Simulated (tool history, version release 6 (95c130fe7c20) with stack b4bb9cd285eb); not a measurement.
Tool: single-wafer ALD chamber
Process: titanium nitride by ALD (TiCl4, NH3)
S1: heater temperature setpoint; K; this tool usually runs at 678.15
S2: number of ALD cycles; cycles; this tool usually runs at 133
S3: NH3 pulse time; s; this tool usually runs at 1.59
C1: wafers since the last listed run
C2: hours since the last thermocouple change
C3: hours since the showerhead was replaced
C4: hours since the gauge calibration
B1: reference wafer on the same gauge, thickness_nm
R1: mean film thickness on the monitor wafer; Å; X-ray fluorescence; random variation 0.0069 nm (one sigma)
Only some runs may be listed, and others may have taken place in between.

run 1 day=0.000 | S1=682.15 S2=133 S3=1.59 | C1=0 C2=2314.8 C3=4083.6 C4=196.7 | B1=3.202 | R1=27.80
run 2 day=0.879 | S1=682.15 S2=133 S3=1.59 | C1=34 C2=2335.9 C3=4104.7 C4=217.8 | B1=3.201 | R1=27.59
run 3 day=3.029 | S1=678.15 S2=133 S3=1.14 | C1=84 C2=2387.5 C3=4156.3 C4=269.4 | B1=3.200 | R1=27.11
run 4 day=5.946 | S1=678.15 S2=133 S3=1.59 | C1=114 C2=2457.5 C3=4226.3 C4=339.4 | B1=3.201 | R1=27.61
run 5 day=6.650 | S1=678.15 S2=126 S3=1.59 | C1=27 C2=2474.4 C3=4243.2 C4=356.3 | B1=3.201 | R1=26.20
run 6 day=7.304 | S1=678.15 S2=126 S3=1.59 | C1=25 C2=2490.1 C3=4258.9 C4=372.0 | B1=3.201 | R1=26.22
run 7 day=8.800 | S1=678.15 S2=143 S3=1.59 | C1=58 C2=2526.0 C3=4294.8 C4=407.9 | B1=3.200 | R1=29.79
run 8 day=9.962 | S1=678.15 S2=143 S3=1.59 | C1=45 C2=2553.9 C3=4322.7 C4=435.8 | B1=3.199 | R1=29.73
run 9 day=11.450 | S1=678.15 S2=133 S3=1.59 | C1=58 C2=2589.6 C3=4358.4 C4=471.5 | B1=3.198 | R1=27.62
-- day=12.362 thermocouple changed; heater temperature recalibrated
run 10 day=12.875 | S1=678.15 S2=133 S3=1.59 | C1=42 C2=12.3 C3=4392.6 C4=505.7 | B1=3.200 | R1=27.73
run 11 day=13.550 | S1=678.15 S2=133 S3=1.59 | C1=26 C2=28.5 C3=4408.8 C4=521.9 | B1=3.202 | R1=27.69
run 12 day=14.117 | S1=678.15 S2=133 S3=1.59 | C1=22 C2=42.1 C3=4422.4 C4=535.5 | B1=3.199 | R1=27.66
run 13 day=15.412 | S1=678.15 S2=133 S3=1.59 | C1=50 C2=73.2 C3=4453.5 C4=566.6 | B1=3.197 | R1=27.58
run 14 day=16.742 | S1=678.15 S2=133 S3=1.59 | C1=52 C2=105.1 C3=4485.4 C4=598.5 | B1=3.201 | R1=27.64
run 15 day=18.012 | S1=678.15 S2=133 S3=1.59 | C1=49 C2=135.6 C3=4515.9 C4=629.0 | B1=3.201 | R1=27.61
run 16 day=19.154 | S1=678.15 S2=133 S3=2.07 | C1=44 C2=163.0 C3=4543.3 C4=656.4 | B1=3.197 | R1=27.99
run 17 day=20.533 | S1=678.15 S2=133 S3=1.59 | C1=53 C2=196.1 C3=4576.4 C4=689.5 | B1=3.198 | R1=27.65
run 18 day=21.296 | S1=678.15 S2=133 S3=1.59 | C1=29 C2=214.4 C3=4594.7 C4=707.8 | B1=3.200 | R1=27.50
run 19 day=22.004 | S1=682.15 S2=133 S3=1.59 | C1=27 C2=231.4 C3=4611.7 C4=724.8 | B1=3.201 | R1=27.67
run 20 day=22.671 | S1=678.15 S2=118 S3=1.36 | C1=26 C2=247.4 C3=4627.7 C4=740.8 | B1=3.199 | R1=24.42
run 21 day=23.412 | S1=674.15 S2=133 S3=2.02 | C1=29 C2=265.2 C3=4645.5 C4=758.6 | B1=3.201 | R1=27.99
run 22 day=24.317 | S1=678.15 S2=156 S3=1.94 | C1=35 C2=286.9 C3=4667.2 C4=780.3 | B1=3.201 | R1=32.73
-- day=24.958 showerhead replaced
run 23 day=25.717 | S1=678.15 S2=156 S3=1.94 | C1=41 C2=320.5 C3=18.2 C4=813.9 | B1=3.201 | R1=32.57
run 24 day=27.108 | S1=687.15 S2=148 S3=1.38 | C1=54 C2=353.9 C3=51.6 C4=847.3 | B1=3.198 | R1=30.75

The next listed run, before its measurement:
run 25 day=28.117 | S1=686.15 S2=133 S3=2.00 | C1=39 C2=378.1 C3=75.8 C4=871.5 | B1=? | R1=?

Run 25 gave B1 3.200, R1 28.01 Å.
Take away the tool's hidden state, keep the run-to-run variation as it was, and the same run would have given R1 28.01 Å.
